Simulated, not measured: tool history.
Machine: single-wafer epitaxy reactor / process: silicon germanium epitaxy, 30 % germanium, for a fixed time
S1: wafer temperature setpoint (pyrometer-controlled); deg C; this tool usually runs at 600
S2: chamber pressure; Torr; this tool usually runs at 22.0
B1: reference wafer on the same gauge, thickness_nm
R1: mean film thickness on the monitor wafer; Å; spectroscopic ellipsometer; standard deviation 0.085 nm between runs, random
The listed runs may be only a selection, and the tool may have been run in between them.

run,hour,S1,S2,B1,R1
1,0.0,600,22.0,56.917,534.08
2,18.2,600,19.0,56.899,506.37
3,32.0,600,22.0,56.908,533.10
4,129.1,600,22.0,56.890,533.01
5,145.8,600,22.0,56.906,534.22
6,161.0,600,22.0,56.897,533.68
7,176.3,600,22.0,56.916,534.11
# hour 207.7: pyrometer calibrated
8,208.2,600,22.0,56.899,550.92
9,225.5,600,19.0,56.896,522.01
10,241.3,610,19.3,56.906,645.17
# hour 253.5: capacitance manometer re-zeroed and calibrated
# hour 258.6: gauge calibrated
11,265.3,590,18.1,56.898,424.65
# hour 294.4: showerhead replaced
12,301.0,595,25.1,56.894,528.72
13,335.8,600,22.0,56.897,558.73
14,348.4,614,23.6,56.882,761.80
15,375.3,591,20.5,56.898,448.67

Predict the results of run 16:
16,408.1,605,16.7,?,?

B1: 56.902
R1: 557.96 Å
With the hidden condition absent and the run-to-run variation left alone, this run would have shown R1 567.08 Å.
